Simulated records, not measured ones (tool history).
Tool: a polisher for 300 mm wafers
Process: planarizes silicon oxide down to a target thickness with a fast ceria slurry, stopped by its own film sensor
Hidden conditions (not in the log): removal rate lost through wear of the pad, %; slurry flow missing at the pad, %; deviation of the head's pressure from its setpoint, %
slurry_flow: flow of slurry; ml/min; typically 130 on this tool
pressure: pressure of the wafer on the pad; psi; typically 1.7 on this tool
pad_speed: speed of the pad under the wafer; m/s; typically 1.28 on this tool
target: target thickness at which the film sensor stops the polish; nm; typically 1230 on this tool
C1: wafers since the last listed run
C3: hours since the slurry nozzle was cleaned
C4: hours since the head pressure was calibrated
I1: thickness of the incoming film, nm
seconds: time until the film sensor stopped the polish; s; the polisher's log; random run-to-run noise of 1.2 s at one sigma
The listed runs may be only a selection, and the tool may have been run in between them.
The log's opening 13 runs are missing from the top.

run 14 day=7.600 | slurry_flow=130 pressure=1.4 pad_speed=1.28 target=1230 | C1=540 wafers_polished_on_this_pad=1505 C3=386.7 C4=536.7 | I1=2041.3 | seconds=65.7
-- day=7.646 slurry nozzle cleaned
-- day=7.942 worn pad replaced by a new one
run 15 day=8.171 | slurry_flow=130 pressure=1.4 pad_speed=1.28 target=1230 | C1=109 wafers_polished_on_this_pad=68 C3=12.6 C4=550.4 | I1=2098.8 | seconds=70.5
run 16 day=8.738 | slurry_flow=130 pressure=1.7 pad_speed=1.28 target=1230 | C1=170 wafers_polished_on_this_pad=239 C3=26.2 C4=564.0 | I1=2081.8 | seconds=62.8
run 17 day=9.354 | slurry_flow=175 pressure=2.0 pad_speed=1.28 target=1230 | C1=185 wafers_polished_on_this_pad=425 C3=41.0 C4=578.8 | I1=2108.7 | seconds=53.9
run 18 day=9.796 | slurry_flow=130 pressure=2.0 pad_speed=1.28 target=1049 | C1=133 wafers_polished_on_this_pad=558 C3=51.6 C4=589.4 | I1=2082.0 | seconds=67.3
run 19 day=11.500 | slurry_flow=130 pressure=1.7 pad_speed=1.28 target=1230 | C1=513 wafers_polished_on_this_pad=1072 C3=92.5 C4=630.3 | I1=2107.0 | seconds=60.8
run 20 day=12.046 | slurry_flow=130 pressure=1.7 pad_speed=1.28 target=1230 | C1=164 wafers_polished_on_this_pad=1236 C3=105.6 C4=643.4 | I1=2057.2 | seconds=57.8
-- day=12.408 worn pad replaced by a new one
run 21 day=12.429 | slurry_flow=130 pressure=1.7 pad_speed=1.28 target=1230 | C1=65 wafers_polished_on_this_pad=6 C3=114.8 C4=652.6 | I1=2127.1 | seconds=61.2
run 22 day=12.817 | slurry_flow=110 pressure=1.3 pad_speed=1.28 target=1230 | C1=116 wafers_polished_on_this_pad=123 C3=124.1 C4=661.9 | I1=2095.4 | seconds=75.2
run 23 day=13.512 | slurry_flow=165 pressure=1.2 pad_speed=1.28 target=1094 | C1=209 wafers_polished_on_this_pad=333 C3=140.8 C4=678.6 | I1=2083.4 | seconds=87.1

Run 24 is up next; what results do you expect?
run 24 day=13.983 | slurry_flow=130 pressure=2.3 pad_speed=1.00 target=1230 | C1=141 wafers_polished_on_this_pad=475 C3=152.1 C4=689.9 | I1=2062.5 | seconds=?

{"run 24": {"seconds": 58.7}}
Minus the tool's unlogged condition, the same run would have read seconds 58.7 s.

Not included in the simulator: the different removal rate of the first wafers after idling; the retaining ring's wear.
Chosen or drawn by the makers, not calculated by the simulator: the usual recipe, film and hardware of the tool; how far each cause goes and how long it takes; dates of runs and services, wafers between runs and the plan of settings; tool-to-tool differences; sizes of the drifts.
